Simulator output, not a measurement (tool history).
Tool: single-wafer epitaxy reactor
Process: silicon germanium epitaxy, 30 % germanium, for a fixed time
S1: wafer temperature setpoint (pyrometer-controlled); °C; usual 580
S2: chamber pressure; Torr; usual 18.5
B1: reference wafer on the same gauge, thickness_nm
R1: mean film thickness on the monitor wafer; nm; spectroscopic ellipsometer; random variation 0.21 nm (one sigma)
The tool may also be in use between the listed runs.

Run 1, hour 0.0: usual settings but S2 14.8 Torr; B1 45.437. Result: R1 36.108 nm.
Run 2, hour 39.7: usual settings but S2 14.8 Torr; B1 45.457. Result: R1 36.184 nm.
Run 3, hour 135.2: usual settings but S1 573 °C, S2 20.9 Torr; B1 45.291. Result: R1 35.634 nm.
Run 4, hour 202.4: usual settings but S1 573 °C, S2 20.9 Torr; B1 45.431. Result: R1 35.482 nm.
Run 5, hour 277.3: usual settings; B1 45.346. Result: R1 39.720 nm.
Run 6, hour 332.1: usual settings; B1 45.379. Result: R1 39.971 nm.
At hour 659.7: capacitance manometer re-zeroed and calibrated.
Run 7, hour 660.2: usual settings; B1 45.358. Result: R1 38.157 nm.
Run 8, hour 716.4: usual settings; B1 45.487. Result: R1 38.663 nm.
At hour 763.6: gauge calibrated.
Run 9, hour 808.2: usual settings; B1 45.365. Result: R1 38.443 nm.
Run 10, hour 889.9: usual settings; B1 45.330. Result: R1 38.793 nm.
At hour 927.2: showerhead replaced.
Run 11, hour 953.1: usual settings; B1 45.354. Result: R1 38.664 nm.
Run 12, hour 1022.1: usual settings but S2 15.9 Torr; B1 45.454. Result: R1 36.575 nm.
Run 13, hour 1063.6: usual settings but S2 20.6 Torr; B1 45.513. Result: R1 40.625 nm.
Run 14, hour 1127.9: usual settings but S1 585 °C, S2 21.8 Torr; B1 45.432. Result: R1 46.911 nm.
Run 15, hour 1166.7: usual settings but S1 571 °C, S2 15.8 Torr; B1 45.330. Result: R1 30.167 nm.
Run 16, hour 1253.7: usual settings but S1 567 °C, S2 20.9 Torr; B1 45.368. Result: R1 30.563 nm.
Run 17, hour 1321.1: usual settings but S1 573 °C, S2 22.6 Torr; B1 45.432. Result: R1 36.191 nm.
Run 18, hour 1388.1: usual settings; B1 45.333. Result: R1 39.146 nm.

Run 19 comes next. What will it give?
Run 19, hour 1445.9: usual settings but S1 595 °C; B1 ?. Result: R1 ?.

{"run 19": {"B1": 45.28, "R1": 54.451}}
Without the tool's hidden state the same run would have given R1 53.247 nm.
